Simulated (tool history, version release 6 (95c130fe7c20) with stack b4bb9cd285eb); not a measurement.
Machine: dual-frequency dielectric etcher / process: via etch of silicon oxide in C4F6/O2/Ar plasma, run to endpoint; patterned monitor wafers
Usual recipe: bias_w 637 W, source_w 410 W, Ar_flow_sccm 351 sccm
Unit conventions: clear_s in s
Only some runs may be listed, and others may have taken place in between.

run	day	bias_w	source_w	Ar_flow_sccm	incoming incoming film thickness, nm	clear_s
1	0.000	637	410	351	113.1	23.5
2	0.788	637	410	351	114.4	23.6
3	1.979	637	410	351	113.2	23.5
# day 3.167: Ar flow controller replaced
4	3.412	637	410	351	113.4	23.9
5	4.596	541	410	389	113.7	26.3
# day 6.233: wet clean of the chamber
6	6.254	541	410	389	114.2	24.7
7	9.925	557	360	384	114.4	26.2
8	11.029	727	410	422	113.7	21.7
9	11.650	637	410	351	113.5	22.8
10	13.038	750	410	351	112.9	21.2
11	13.679	725	480	378	113.3	20.3
# day 14.529: source power generator calibrated
12	14.917	779	410	308	112.8	20.6
13	15.967	637	410	351	113.4	23.3
14	16.871	637	410	289	113.2	22.3
15	17.500	542	410	351	114.6	25.4
16	18.417	637	410	351	112.8	23.1
17	19.688	637	410	351	112.3	23.1
18	20.479	704	460	265	113.2	20.6
19	21.025	637	410	351	114.0	23.1
20	22.138	637	440	351	113.1	22.7
# day 23.596: bias power generator calibrated
# day 24.196: upper electrode replaced
21	25.046	637	410	351	113.8	23.9
22	28.438	637	410	351	113.1	23.8
# day 31.458: wet clean of the chamber
23	32.579	637	410	351	113.5	22.8
24	33.267	637	450	351	114.1	22.1
25	34.292	776	370	412	112.9	21.9
26	34.829	590	320	314	114.4	25.8
27	36.088	484	480	351	113.6	24.6
28	36.971	637	410	351	112.4	22.7
29	38.267	557	410	289	113.2	24.3

Results per run with the tool's hidden condition removed, run-to-run variation unchanged:
Unlogged tool condition in this case: etch rate over this chamber's usual, %; bias power that arrives over what is set, %; source power that arrives over what is set, %; Ar flow that arrives over what is set, %.
run	clear_s
1	22.4
2	22.4
3	22.4
4	22.6
5	24.8
6	24.6
7	25.9
8	21.4
9	22.4
10	20.8
11	19.9
12	20.1
13	22.7
14	21.7
15	24.6
16	22.4
17	22.4
18	19.9
19	22.3
20	21.8
21	22.8
22	22.5
23	22.6
24	21.9
25	21.6
26	25.4
27	24.2
28	22.3
29	23.8

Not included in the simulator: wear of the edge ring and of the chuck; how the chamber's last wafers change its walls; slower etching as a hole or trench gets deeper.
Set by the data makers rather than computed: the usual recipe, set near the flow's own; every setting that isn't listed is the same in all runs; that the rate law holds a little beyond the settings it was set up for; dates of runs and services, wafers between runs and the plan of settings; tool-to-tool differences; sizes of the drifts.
